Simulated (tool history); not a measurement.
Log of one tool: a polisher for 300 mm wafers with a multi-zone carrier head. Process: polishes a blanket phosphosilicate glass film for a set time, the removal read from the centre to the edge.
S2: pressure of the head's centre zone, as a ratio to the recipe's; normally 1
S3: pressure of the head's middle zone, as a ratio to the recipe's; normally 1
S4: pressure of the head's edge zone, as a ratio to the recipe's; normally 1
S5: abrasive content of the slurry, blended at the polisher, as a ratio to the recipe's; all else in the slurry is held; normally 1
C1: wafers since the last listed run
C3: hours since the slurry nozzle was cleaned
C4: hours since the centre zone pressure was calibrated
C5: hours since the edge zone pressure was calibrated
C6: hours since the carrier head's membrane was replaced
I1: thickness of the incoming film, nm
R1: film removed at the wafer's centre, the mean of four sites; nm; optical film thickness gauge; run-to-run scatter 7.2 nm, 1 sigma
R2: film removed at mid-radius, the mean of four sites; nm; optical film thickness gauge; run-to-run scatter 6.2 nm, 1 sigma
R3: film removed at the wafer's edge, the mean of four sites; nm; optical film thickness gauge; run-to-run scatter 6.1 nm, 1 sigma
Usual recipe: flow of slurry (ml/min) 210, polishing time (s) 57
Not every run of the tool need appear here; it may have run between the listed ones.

Run 1, hour 0: usual settings; C1 0; wafers polished on this pad 56; C3 175.1; C4 209.8; C5 295.2; C6 1459.8; I1 3892.7. Result: R1 527.3 nm, R2 527.1 nm, R3 504.6 nm.
Run 2, hour 44.5: usual settings but flow of slurry (ml/min) 265; C1 526; wafers polished on this pad 582; C3 219.6; C4 254.3; C5 339.7; C6 1504.3; I1 4027.1. Result: R1 537.5 nm, R2 531 nm, R3 512.2 nm.
At hour 60.8: slurry nozzle cleaned.
At hour 101.5: edge zone pressure recalibrated.
Run 3, hour 110.9: usual settings but S3 1.04, polishing time (s) 72; C1 749; wafers polished on this pad 1331; C3 50.1; C4 320.7; C5 9.4; C6 1570.7; I1 3915.3. Result: R1 670.9 nm, R2 689.3 nm, R3 646.1 nm.
Run 4, hour 136.1: usual settings but polishing time (s) 67; C1 297; wafers polished on this pad 1629; C3 75.3; C4 345.9; C5 34.6; C6 1595.9; I1 3966.4. Result: R1 615.7 nm, R2 622.1 nm, R3 595.3 nm.
At hour 160.4: centre zone pressure recalibrated.
Run 5, hour 168.4: usual settings but polishing time (s) 67; C1 358; wafers polished on this pad 1988; C3 107.6; C4 8; C5 66.9; C6 1628.2; I1 3997.4. Result: R1 625.1 nm, R2 617.2 nm, R3 593 nm.
At hour 185.9: carrier head's membrane replaced by a new one.
Run 6, hour 195: usual settings; C1 255; wafers polished on this pad 2243; C3 134.2; C4 34.6; C5 93.5; C6 9.1; I1 3934.8. Result: R1 544.9 nm, R2 522.3 nm, R3 507.7 nm.
At hour 253.4: worn pad replaced by a new one.
Run 7, hour 253.9: usual settings; C1 649; wafers polished on this pad 5; C3 193.1; C4 93.5; C5 152.4; C6 68; I1 3945.8. Result: R1 530.7 nm, R2 530.4 nm, R3 503.8 nm.
At hour 284.3: slurry nozzle cleaned.
Run 8, hour 284.8: usual settings; C1 353; wafers polished on this pad 359; C3 0.5; C4 124.4; C5 183.3; C6 98.9; I1 3958.6. Result: R1 524.8 nm, R2 517.8 nm, R3 502.2 nm.
Run 9, hour 352.7: usual settings but flow of slurry (ml/min) 140, S2 0.88, S3 0.94, S4 0.9; C1 802; wafers polished on this pad 1161; C3 68.4; C4 192.3; C5 251.2; C6 166.8; I1 3967.2. Result: R1 425.1 nm, R2 460.1 nm, R3 454.6 nm.
Run 10, hour 380.6: usual settings but S2 1.06, S3 1.03, polishing time (s) 71; C1 329; wafers polished on this pad 1491; C3 96.3; C4 220.2; C5 279.1; C6 194.7; I1 4002.4. Result: R1 692.5 nm, R2 657.9 nm, R3 622 nm.
Run 11, hour 435.4: usual settings but S4 1.06, S5 0.85, polishing time (s) 69; C1 647; wafers polished on this pad 2139; C3 151.1; C4 275; C5 333.9; C6 249.5; I1 3951.5. Result: R1 589.1 nm, R2 583.3 nm, R3 571.1 nm.
Run 12, hour 475.6: usual settings but S2 0.97; C1 475; wafers polished on this pad 2615; C3 191.3; C4 315.2; C5 374.1; C6 289.7; I1 4028.8. Result: R1 505 nm, R2 516.9 nm, R3 501.9 nm.
At hour 506.3: worn pad replaced by a new one.
At hour 511.3: slurry nozzle cleaned.
At hour 538.5: centre zone pressure recalibrated.
Run 13, hour 539: usual settings but flow of slurry (ml/min) 185, S2 0.88, S3 1.06, polishing time (s) 67; C1 666; wafers polished on this pad 351; C3 27.7; C4 0.5; C5 437.5; C6 353.1; I1 4001.2. Result: R1 532.5 nm, R2 631.3 nm, R3 580.1 nm.
At hour 569.9: edge zone pressure recalibrated.
Run 14, hour 570.4: usual settings but S2 1.03, S3 0.91, S4 0.94; C1 347; wafers polished on this pad 699; C3 59.1; C4 31.9; C5 0.5; C6 384.5; I1 3941.9. Result: R1 557.6 nm, R2 485.8 nm, R3 486.9 nm.
Run 15, hour 620.5: usual settings but S2 0.89, S5 1.1, polishing time (s) 44; C1 592; wafers polished on this pad 1291; C3 109.2; C4 82; C5 50.6; C6 434.6; I1 3983.2. Result: R1 380.3 nm, R2 414.2 nm, R3 407.8 nm.
Run 16, hour 683.2: usual settings but flow of slurry (ml/min) 230, S3 1.11; C1 741; wafers polished on this pad 2033; C3 171.9; C4 144.7; C5 113.3; C6 497.3; I1 3943. Result: R1 553.9 nm, R2 576.8 nm, R3 511.6 nm.
Run 17, hour 714.3: usual settings but polishing time (s) 76; C1 367; wafers polished on this pad 2400; C3 203; C4 175.8; C5 144.4; C6 528.4; I1 3961.6. Result: R1 723.8 nm, R2 688.6 nm, R3 679.3 nm.
Run 18, hour 740.6: usual settings but S4 0.95, polishing time (s) 64; C1 310; wafers polished on this pad 2711; C3 229.3; C4 202.1; C5 170.7; C6 554.7; I1 3963.3. Result: R1 596.2 nm, R2 576.3 nm, R3 550.2 nm.
At hour 774: worn pad replaced by a new one.
Run 19, hour 789.1: usual settings but S3 0.96, S4 1.11; C1 526; wafers polished on this pad 178; C3 277.8; C4 250.6; C5 219.2; C6 603.2; I1 3976.3. Result: R1 539.7 nm, R2 509.9 nm, R3 537.9 nm.
At hour 805.2: slurry nozzle cleaned.
Run 20, hour 843.8: usual settings; C1 634; wafers polished on this pad 813; C3 38.6; C4 305.3; C5 273.9; C6 657.9; I1 3920.5. Result: R1 527.5 nm, R2 530 nm, R3 501.9 nm.
At hour 904.8: centre zone pressure recalibrated.
Run 21, hour 911.3: usual settings; C1 774; wafers polished on this pad 1587; C3 106.1; C4 6.5; C5 341.4; C6 725.4; I1 3998.6. Result: R1 543.7 nm, R2 534.4 nm, R3 509.4 nm.

State the hidden condition of the tool at each of the runs:
removal rate lost through wear of the pad, %: 0 across all the runs
slurry flow missing at the pad, %: 0 across all the runs
deviation of the centre zone's pressure from its setpoint, %: 0 across all the runs
deviation of the edge zone's pressure from its setpoint, %: 0 across all the runs

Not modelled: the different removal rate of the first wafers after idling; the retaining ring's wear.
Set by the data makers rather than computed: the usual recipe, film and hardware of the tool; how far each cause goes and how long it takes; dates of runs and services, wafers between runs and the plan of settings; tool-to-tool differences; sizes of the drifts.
